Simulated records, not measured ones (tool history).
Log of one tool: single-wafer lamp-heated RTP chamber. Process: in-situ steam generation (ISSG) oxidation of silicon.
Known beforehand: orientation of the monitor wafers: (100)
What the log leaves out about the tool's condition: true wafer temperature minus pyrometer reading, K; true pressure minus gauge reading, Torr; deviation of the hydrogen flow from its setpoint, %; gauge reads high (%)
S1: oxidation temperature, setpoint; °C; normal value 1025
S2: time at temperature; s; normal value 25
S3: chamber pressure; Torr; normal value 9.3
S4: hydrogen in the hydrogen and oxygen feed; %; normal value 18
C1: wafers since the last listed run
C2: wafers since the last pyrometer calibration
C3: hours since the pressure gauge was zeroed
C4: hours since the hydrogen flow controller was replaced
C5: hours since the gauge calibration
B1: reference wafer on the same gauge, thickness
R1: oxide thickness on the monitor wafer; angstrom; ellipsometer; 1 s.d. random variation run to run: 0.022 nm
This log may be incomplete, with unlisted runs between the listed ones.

| run | day | S1 | S2 | S3 | S4 | C1 | C2 | C3 | C4 | C5 | B1 | R1 |
|---|---|---|---|---|---|---|---|---|---|---|---|---|
| 1 | 0.000 | 1025 | 25 | 9.3 | 18 | 0 | 4159 | 2359.4 | 8.3 | 2672.0 | 7.811 | 67.38 |
|  | 0.333 | gauge calibrated |
| 2 | 2.712 | 1025 | 25 | 9.3 | 18 | 673 | 4832 | 2424.5 | 73.4 | 57.1 | 7.805 | 67.14 |
|  | 4.138 | pressure gauge zeroed |
| 3 | 4.158 | 1025 | 25 | 10.2 | 14 | 276 | 5108 | 0.5 | 108.1 | 91.8 | 7.818 | 62.73 |
| 4 | 5.288 | 1025 | 25 | 9.3 | 18 | 280 | 5389 | 27.6 | 135.2 | 118.9 | 7.814 | 67.59 |
| 5 | 6.617 | 1025 | 25 | 9.3 | 18 | 329 | 5718 | 59.5 | 167.1 | 150.8 | 7.802 | 67.09 |
| 6 | 9.192 | 1025 | 19 | 9.3 | 18 | 638 | 6357 | 121.3 | 228.9 | 212.6 | 7.812 | 58.37 |
|  | 12.842 | pyrometer window cleaned and pyrometer calibrated |
| 7 | 14.546 | 1025 | 25 | 9.3 | 18 | 1245 | 422 | 249.8 | 357.4 | 341.1 | 7.802 | 66.34 |
| 8 | 16.242 | 1025 | 25 | 9.3 | 18 | 420 | 843 | 290.5 | 398.1 | 381.8 | 7.811 | 66.43 |
| 9 | 18.129 | 1010 | 20 | 7.9 | 13 | 468 | 1311 | 335.8 | 443.4 | 427.1 | 7.807 | 52.30 |
| 10 | 20.867 | 1015 | 25 | 9.3 | 27 | 679 | 1991 | 401.5 | 509.1 | 492.8 | 7.792 | 69.58 |
| 11 | 22.112 | 1025 | 25 | 10.2 | 27 | 309 | 2300 | 431.4 | 539.0 | 522.7 | 7.810 | 71.85 |
| 12 | 23.896 | 1025 | 25 | 9.3 | 18 | 442 | 2742 | 474.2 | 581.8 | 565.5 | 7.810 | 67.13 |
| 13 | 25.425 | 1025 | 32 | 9.3 | 18 | 379 | 3122 | 510.9 | 618.5 | 602.2 | 7.817 | 76.85 |
| 14 | 26.567 | 1025 | 34 | 9.3 | 15 | 283 | 3405 | 538.3 | 645.9 | 629.6 | 7.813 | 76.04 |
| 15 | 29.512 | 1025 | 25 | 9.3 | 11 | 731 | 4136 | 609.0 | 716.6 | 700.3 | 7.798 | 60.79 |
| 16 | 31.350 | 1011 | 25 | 8.1 | 11 | 455 | 4592 | 653.1 | 760.7 | 744.4 | 7.807 | 56.79 |
| 17 | 33.771 | 1005 | 18 | 9.3 | 22 | 600 | 5193 | 711.2 | 818.8 | 802.5 | 7.820 | 54.92 |
| 18 | 36.196 | 1025 | 21 | 9.3 | 13 | 601 | 5794 | 769.4 | 877.0 | 860.7 | 7.809 | 57.29 |
| 19 | 37.296 | 1025 | 28 | 10.2 | 18 | 272 | 6067 | 795.8 | 903.4 | 887.1 | 7.818 | 70.58 |
| 20 | 39.279 | 1010 | 25 | 10.2 | 18 | 492 | 6560 | 843.4 | 951.0 | 934.7 | 7.825 | 61.63 |
|  | 40.396 | pyrometer window cleaned and pyrometer calibrated |
| 21 | 40.650 | 1025 | 25 | 9.7 | 13 | 257 | 63 | 876.3 | 983.9 | 967.6 | 7.810 | 61.24 |
| 22 | 43.400 | 1025 | 33 | 9.3 | 18 | 682 | 745 | 942.3 | 1049.9 | 1033.6 | 7.816 | 76.82 |
| 23 | 46.133 | 1025 | 25 | 10.2 | 28 | 678 | 1423 | 1007.9 | 1115.5 | 1099.2 | 7.810 | 71.81 |
| 24 | 48.708 | 1025 | 29 | 9.3 | 27 | 638 | 2062 | 1069.7 | 1177.3 | 1161.0 | 7.816 | 78.95 |
| 25 | 50.996 | 1032 | 22 | 9.8 | 23 | 567 | 2630 | 1124.6 | 1232.2 | 1215.9 | 7.814 | 68.27 |
| 26 | 52.821 | 1025 | 25 | 9.3 | 18 | 452 | 3083 | 1168.4 | 1276.0 | 1259.7 | 7.811 | 67.33 |
| 27 | 54.392 | 1025 | 25 | 9.3 | 18 | 389 | 3472 | 1206.1 | 1313.7 | 1297.4 | 7.810 | 67.35 |
| 28 | 56.238 | 1031 | 29 | 7.8 | 18 | 458 | 3931 | 1250.4 | 1358.0 | 1341.7 | 7.817 | 75.61 |
| 29 | 57.717 | 1025 | 22 | 7.9 | 12 | 367 | 4298 | 1285.9 | 1393.5 | 1377.2 | 7.814 | 58.19 |
| 30 | 60.492 | 1013 | 25 | 9.3 | 22 | 688 | 4986 | 1352.5 | 1460.1 | 1443.8 | 7.803 | 66.32 |
|  | 63.458 | pyrometer window cleaned and pyrometer calibrated |
| 31 | 63.479 | 1025 | 34 | 9.3 | 15 | 658 | 5 | 1424.2 | 1531.8 | 1515.5 | 7.803 | 74.85 |

4 options for the next run, each taken on its own from the tool as it stands now. Forecast them:
| A | 63.496 | 1025 | 25 | 9.3 | 18 | 4 | 9 | 1424.6 | 1532.2 | 1515.9 | ? | ? |
| B | 63.496 | 1025 | 25 | 10.2 | 18 | 4 | 9 | 1424.6 | 1532.2 | 1515.9 | ? | ? |
| C | 63.496 | 1011 | 25 | 9.3 | 18 | 4 | 9 | 1424.6 | 1532.2 | 1515.9 | ? | ? |
| D | 63.496 | 1025 | 31 | 9.3 | 18 | 4 | 9 | 1424.6 | 1532.2 | 1515.9 | ? | ? |

| run | B1 | R1 |
|---|---|---|
| A | 7.800 | 66.03 |
| B | 7.800 | 65.10 |
| C | 7.800 | 61.72 |
| D | 7.800 | 73.89 |
Stripped of hidden state, with their random variation kept, the same runs would have yielded:
| run | R1 |
|---|---|
| A | 65.79 |
| B | 64.86 |
| C | 61.52 |
| D | 73.61 |
